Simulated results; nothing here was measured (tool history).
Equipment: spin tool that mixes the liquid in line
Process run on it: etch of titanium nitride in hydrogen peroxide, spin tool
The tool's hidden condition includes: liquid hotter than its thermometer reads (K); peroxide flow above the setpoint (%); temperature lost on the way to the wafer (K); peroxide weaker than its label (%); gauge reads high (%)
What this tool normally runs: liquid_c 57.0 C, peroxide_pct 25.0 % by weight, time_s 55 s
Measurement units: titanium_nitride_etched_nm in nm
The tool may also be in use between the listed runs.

run,hour,liquid_c,peroxide_pct,time_s,wafers since the last listed run,hours since the thermometer was replaced,hours since the peroxide flow meter was replaced,hours since the heated supply line was repaired,hours since the drum of peroxide was connected,hours since the gauge calibration,"read-back film thickness of the titanium nitride reference wafer, read on the same gauge (nm)",titanium_nitride_etched_nm
1,0.0,57.0,25.0,55,0,539.7,1366.7,3401.7,474.1,636.9,140.84,6.41
# hour 1.7: heated supply line repaired
2,12.5,57.0,25.0,55,163,552.2,1379.2,10.8,486.6,649.4,140.82,6.42
3,39.0,57.0,25.0,55,377,578.7,1405.7,37.3,513.1,675.9,140.88,6.42
# hour 52.8: thermometer replaced
4,68.3,63.5,25.0,55,403,15.5,1435.0,66.6,542.4,705.2,140.99,10.07
5,84.6,63.5,25.0,55,232,31.8,1451.3,82.9,558.7,721.5,141.02,10.02
6,117.4,63.5,25.0,55,467,64.6,1484.1,115.7,591.5,754.3,141.07,9.99
7,137.5,57.0,25.0,55,286,84.7,1504.2,135.8,611.6,774.4,141.12,6.48
8,166.6,66.0,25.0,55,414,113.8,1533.3,164.9,640.7,803.5,141.16,11.76
9,197.6,64.0,21.5,70,441,144.8,1564.3,195.9,671.7,834.5,141.23,12.70
10,216.8,52.0,18.5,55,273,164.0,1583.5,215.1,690.9,853.7,141.32,4.23
11,236.1,57.0,25.0,25,275,183.3,1602.8,234.4,710.2,873.0,141.36,2.92
12,250.3,66.0,27.0,80,202,197.5,1617.0,248.6,724.4,887.2,141.36,17.40
# hour 257.2: new drum of peroxide connected
13,268.6,57.0,25.0,55,246,215.8,1635.3,266.9,11.4,905.5,141.42,6.45
14,288.8,54.0,18.5,90,287,236.0,1655.5,287.1,31.6,925.7,141.45,8.02
# hour 296.4: peroxide flow meter replaced
15,311.4,61.0,25.0,85,307,258.6,15.0,309.7,54.2,948.3,141.51,13.21
16,345.9,57.0,25.0,85,491,293.1,49.5,344.2,88.7,982.8,141.61,9.99
17,366.0,57.0,25.0,40,286,313.2,69.6,364.3,108.8,1002.9,141.62,4.72
18,401.6,49.5,17.5,35,507,348.8,105.2,399.9,144.4,1038.5,141.72,2.24
# hour 410.7: gauge calibrated
19,429.5,51.0,30.0,45,397,376.7,133.1,427.8,172.3,18.8,139.79,3.56
20,462.7,53.0,25.0,30,473,409.9,166.3,461.0,205.5,52.0,139.87,2.63
21,495.3,50.0,30.0,40,464,442.5,198.9,493.6,238.1,84.6,139.98,2.96

Run 22 is up next; what results do you expect?
22,511.8,63.5,25.0,55,235,459.0,215.4,510.1,254.6,101.1,?,?

Logged for run 22: read-back film thickness of the titanium nitride reference wafer, read on the same gauge (nm) 139.97, titanium_nitride_etched_nm 9.96 nm.
Without the tool's hidden state the same run would have given titanium_nitride_etched_nm 9.96 nm.
